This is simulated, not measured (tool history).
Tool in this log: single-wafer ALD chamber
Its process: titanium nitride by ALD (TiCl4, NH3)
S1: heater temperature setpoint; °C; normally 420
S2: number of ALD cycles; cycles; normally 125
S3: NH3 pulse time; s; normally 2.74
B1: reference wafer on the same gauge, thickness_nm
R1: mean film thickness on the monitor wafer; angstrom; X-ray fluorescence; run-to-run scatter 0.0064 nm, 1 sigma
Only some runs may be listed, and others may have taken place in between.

run,day,S1,S2,S3,B1,R1
1,0.000,420,109,2.10,2.080,22.30
2,0.658,420,109,2.10,2.080,22.29
3,1.254,420,109,2.10,2.080,22.21
4,1.696,414,125,2.74,2.080,25.78
5,2.408,420,125,2.74,2.080,25.66
6,2.771,412,125,2.74,2.080,25.69
7,3.379,412,125,2.74,2.080,25.68
8,3.796,420,113,2.74,2.080,23.31
9,4.162,420,106,2.74,2.079,21.76
10,4.579,420,106,2.74,2.080,21.81
11,5.217,420,106,2.74,2.081,21.80
12,5.779,420,125,2.74,2.081,25.79
13,6.258,417,125,2.74,2.080,25.65
# day 6.258: gauge calibrated
14,6.738,420,125,2.74,2.080,25.69
15,7.175,420,125,1.68,2.080,25.17
16,8.358,420,125,2.74,2.080,25.79
17,8.688,420,125,1.68,2.080,25.22
# day 9.125: showerhead replaced
18,9.275,406,131,3.27,2.079,27.02
# day 9.629: thermocouple changed; heater temperature recalibrated
19,9.892,420,125,2.74,2.079,25.69
20,10.604,420,137,2.74,2.081,28.15
21,11.258,420,125,2.74,2.081,25.74
22,11.579,432,108,1.85,2.080,21.89
23,12.088,420,107,1.83,2.080,21.74
24,12.750,412,135,3.51,2.079,28.05
25,13.162,434,125,2.74,2.079,25.61
26,13.483,420,145,3.66,2.080,30.04
27,13.779,424,145,3.51,2.079,30.06

Alternative continuations, all from the tool just after run 27; predict every row:
A,13.808,420,125,2.74,?,?
B,13.808,420,111,2.74,?,?
C,13.808,420,138,2.74,?,?

run,B1,R1
A,2.079,25.70
B,2.079,22.82
C,2.079,28.37
Take away the tool's hidden state, keep each run's random variation, and the runs would have read:
run,R1
A,25.70
B,22.82
C,28.37
